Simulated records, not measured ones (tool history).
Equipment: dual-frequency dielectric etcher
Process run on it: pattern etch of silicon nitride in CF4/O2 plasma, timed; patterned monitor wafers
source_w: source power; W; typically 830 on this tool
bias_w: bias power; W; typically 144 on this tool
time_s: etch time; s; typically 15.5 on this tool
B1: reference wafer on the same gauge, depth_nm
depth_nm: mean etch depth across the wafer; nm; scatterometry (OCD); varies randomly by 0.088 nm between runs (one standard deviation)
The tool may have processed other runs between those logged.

Run 1, hour 0.0: usual settings; B1 44.22. Result: depth_nm 42.02 nm.
Run 2, hour 31.1: usual settings; B1 44.20. Result: depth_nm 42.08 nm.
Run 3, hour 45.0: usual settings; B1 44.20. Result: depth_nm 42.03 nm.
Run 4, hour 75.9: usual settings; B1 44.20. Result: depth_nm 42.16 nm.
Run 5, hour 102.0: usual settings; B1 44.22. Result: depth_nm 42.05 nm.
Run 6, hour 136.7: usual settings but source_w 890 W; B1 44.18. Result: depth_nm 45.35 nm.
Run 7, hour 159.3: usual settings but source_w 890 W; B1 44.21. Result: depth_nm 45.39 nm.
Run 8, hour 189.9: usual settings; B1 44.21. Result: depth_nm 42.21 nm.
Run 9, hour 225.6: usual settings; B1 44.18. Result: depth_nm 42.36 nm.
At hour 266.8: upper electrode replaced.
Run 10, hour 267.3: usual settings; B1 44.17. Result: depth_nm 42.18 nm.
At hour 270.8: gauge calibrated.
Run 11, hour 277.4: usual settings; B1 44.18. Result: depth_nm 42.19 nm.
Run 12, hour 293.9: usual settings; B1 44.17. Result: depth_nm 42.27 nm.
At hour 312.1: bias power generator calibrated.
Run 13, hour 312.6: usual settings; B1 44.17. Result: depth_nm 42.48 nm.
Run 14, hour 323.6: usual settings but time_s 16.5 s; B1 44.21. Result: depth_nm 45.07 nm.
Run 15, hour 339.7: usual settings but source_w 730 W, bias_w 130 W, time_s 17.0 s; B1 44.19. Result: depth_nm 39.41 nm.
Run 16, hour 354.9: usual settings but source_w 700 W, bias_w 131 W; B1 44.20. Result: depth_nm 34.39 nm.
Run 17, hour 430.6: usual settings but source_w 760 W, time_s 18.0 s; B1 44.21. Result: depth_nm 44.87 nm.
At hour 440.3: source power generator calibrated.
Run 18, hour 451.8: usual settings but bias_w 121 W; B1 44.21. Result: depth_nm 42.60 nm.
Run 19, hour 464.5: usual settings but bias_w 162 W, time_s 13.0 s; B1 44.20. Result: depth_nm 38.64 nm.
Run 20, hour 483.8: usual settings but source_w 670 W, bias_w 171 W, time_s 17.5 s; B1 44.21. Result: depth_nm 42.00 nm.
Run 21, hour 504.3: usual settings; B1 44.19. Result: depth_nm 44.62 nm.
At hour 539.4: wet clean of the chamber.
Run 22, hour 539.9: usual settings but bias_w 166 W, time_s 11.0 s; B1 44.18. Result: depth_nm 32.30 nm.
Run 23, hour 563.3: usual settings; B1 44.21. Result: depth_nm 43.70 nm.
Run 24, hour 585.2: usual settings but source_w 690 W, bias_w 109 W, time_s 12.0 s; B1 44.23. Result: depth_nm 25.77 nm.
Run 25, hour 616.2: usual settings but source_w 950 W, bias_w 172 W, time_s 11.0 s; B1 44.16. Result: depth_nm 37.52 nm.
Run 26, hour 631.5: usual settings but source_w 1010 W, time_s 17.5 s; B1 44.22. Result: depth_nm 60.57 nm.
Run 27, hour 654.4: usual settings but source_w 690 W, time_s 14.0 s; B1 44.21. Result: depth_nm 32.52 nm.

Run 28 has not been measured yet. What should we expect?
Run 28, hour 670.6: usual settings but time_s 13.5 s; B1 ?. Result: depth_nm ?.

{"run 28": {"B1": 44.18, "depth_nm": 38.06}}
Were there no unlogged condition in the tool, this run, its random variation unchanged, would have produced depth_nm 38.42 nm.
